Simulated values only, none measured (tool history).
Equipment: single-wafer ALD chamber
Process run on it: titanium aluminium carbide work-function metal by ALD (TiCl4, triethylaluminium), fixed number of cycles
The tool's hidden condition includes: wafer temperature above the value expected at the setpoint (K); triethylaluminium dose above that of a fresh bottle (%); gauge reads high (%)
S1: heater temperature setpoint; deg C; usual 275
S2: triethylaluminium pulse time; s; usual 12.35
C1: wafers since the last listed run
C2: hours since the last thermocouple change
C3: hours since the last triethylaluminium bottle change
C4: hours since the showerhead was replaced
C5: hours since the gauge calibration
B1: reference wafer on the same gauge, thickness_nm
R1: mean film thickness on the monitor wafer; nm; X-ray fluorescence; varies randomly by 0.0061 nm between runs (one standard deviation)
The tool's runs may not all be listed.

Run 1, hour 0.0: usual settings but S1 272 deg C; C1 0; C2 2056.0; C3 1337.0; C4 6640.9; C5 35.7; B1 2.060. Result: R1 1.829 nm.
Run 2, hour 29.9: usual settings but S1 272 deg C; C1 213; C2 2085.9; C3 1366.9; C4 6670.8; C5 65.6; B1 2.060. Result: R1 1.834 nm.
Run 3, hour 87.9: usual settings but S1 272 deg C; C1 413; C2 2143.9; C3 1424.9; C4 6728.8; C5 123.6; B1 2.062. Result: R1 1.823 nm.
Run 4, hour 177.6: usual settings but S1 266 deg C; C1 639; C2 2233.6; C3 1514.6; C4 6818.5; C5 213.3; B1 2.059. Result: R1 1.769 nm.
Run 5, hour 244.7: usual settings but S1 266 deg C; C1 478; C2 2300.7; C3 1581.7; C4 6885.6; C5 280.4; B1 2.060. Result: R1 1.777 nm.
Run 6, hour 290.1: usual settings; C1 323; C2 2346.1; C3 1627.1; C4 6931.0; C5 325.8; B1 2.060. Result: R1 1.848 nm.
Run 7, hour 352.8: usual settings; C1 446; C2 2408.8; C3 1689.8; C4 6993.7; C5 388.5; B1 2.062. Result: R1 1.847 nm.
At hour 376.9: thermocouple changed; heater temperature recalibrated.
Run 8, hour 386.7: usual settings; C1 184; C2 9.8; C3 1723.7; C4 7027.6; C5 422.4; B1 2.059. Result: R1 1.826 nm.
Run 9, hour 435.1: usual settings; C1 344; C2 58.2; C3 1772.1; C4 7076.0; C5 470.8; B1 2.059. Result: R1 1.819 nm.
Run 10, hour 488.2: usual settings; C1 378; C2 111.3; C3 1825.2; C4 7129.1; C5 523.9; B1 2.061. Result: R1 1.822 nm.
Run 11, hour 566.0: usual settings but S2 9.86 s; C1 554; C2 189.1; C3 1903.0; C4 7206.9; C5 601.7; B1 2.060. Result: R1 1.797 nm.
Run 12, hour 590.2: usual settings; C1 172; C2 213.3; C3 1927.2; C4 7231.1; C5 625.9; B1 2.059. Result: R1 1.816 nm.
Run 13, hour 626.7: usual settings; C1 260; C2 249.8; C3 1963.7; C4 7267.6; C5 662.4; B1 2.059. Result: R1 1.825 nm.
At hour 645.5: thermocouple changed; heater temperature recalibrated, repeated, since the last time left the tool worse.
Run 14, hour 681.8: usual settings; C1 335; C2 36.3; C3 2018.8; C4 7322.7; C5 717.5; B1 2.060. Result: R1 1.885 nm.
At hour 723.9: showerhead replaced.
Run 15, hour 724.4: usual settings but S2 13.97 s; C1 246; C2 78.9; C3 2061.4; C4 0.5; C5 760.1; B1 2.060. Result: R1 1.892 nm.
Run 16, hour 748.9: usual settings but S1 282 deg C, S2 16.75 s; C1 174; C2 103.4; C3 2085.9; C4 25.0; C5 784.6; B1 2.061. Result: R1 1.969 nm.
Run 17, hour 795.6: usual settings but S1 286 deg C; C1 332; C2 150.1; C3 2132.6; C4 71.7; C5 831.3; B1 2.063. Result: R1 1.976 nm.
At hour 833.6: triethylaluminium bottle replaced.
Run 18, hour 834.1: usual settings; C1 217; C2 188.6; C3 0.5; C4 110.2; C5 869.8; B1 2.061. Result: R1 1.876 nm.
At hour 862.3: gauge calibrated.
Run 19, hour 868.4: usual settings; C1 244; C2 222.9; C3 34.8; C4 144.5; C5 6.1; B1 2.061. Result: R1 1.874 nm.
Run 20, hour 923.5: usual settings but S1 269 deg C, S2 10.52 s; C1 392; C2 278.0; C3 89.9; C4 199.6; C5 61.2; B1 2.059. Result: R1 1.801 nm.
Run 21, hour 964.9: usual settings; C1 295; C2 319.4; C3 131.3; C4 241.0; C5 102.6; B1 2.061. Result: R1 1.873 nm.
Run 22, hour 1010.9: usual settings but S2 16.68 s; C1 327; C2 365.4; C3 177.3; C4 287.0; C5 148.6; B1 2.060. Result: R1 1.910 nm.
Run 23, hour 1047.7: usual settings but S1 268 deg C, S2 9.94 s; C1 262; C2 402.2; C3 214.1; C4 323.8; C5 185.4; B1 2.063. Result: R1 1.791 nm.
Run 24, hour 1091.5: usual settings; C1 312; C2 446.0; C3 257.9; C4 367.6; C5 229.2; B1 2.059. Result: R1 1.886 nm.
Run 25, hour 1123.6: usual settings but S2 13.97 s; C1 228; C2 478.1; C3 290.0; C4 399.7; C5 261.3; B1 2.059. Result: R1 1.881 nm.
Run 26, hour 1181.5: usual settings but S1 268 deg C, S2 10.78 s; C1 412; C2 536.0; C3 347.9; C4 457.6; C5 319.2; B1 2.059. Result: R1 1.812 nm.
Run 27, hour 1237.8: usual settings but S1 279 deg C, S2 7.95 s; C1 401; C2 592.3; C3 404.2; C4 513.9; C5 375.5; B1 2.059. Result: R1 1.823 nm.

Below are 3 alternative next runs, each starting from the tool's condition after run 27. Predict each:
Run A, hour 1238.2: usual settings but S2 9.78 s; C1 2; C2 592.7; C3 404.6; C4 514.3; C5 375.9; B1 ?. Result: R1 ?.
Run B, hour 1238.2: usual settings but S2 8.51 s; C1 2; C2 592.7; C3 404.6; C4 514.3; C5 375.9; B1 ?. Result: R1 ?.
Run C, hour 1238.2: usual settings but S1 289 deg C, S2 17.11 s; C1 2; C2 592.7; C3 404.6; C4 514.3; C5 375.9; B1 ?. Result: R1 ?.

run     B1     R1
  A  2.060  1.850
  B  2.060  1.813
  C  2.060  2.027
The same runs, with their run-to-run variation unchanged, on a tool lacking any hidden condition would have given:
run     R1
  A  1.853
  B  1.816
  C  2.030
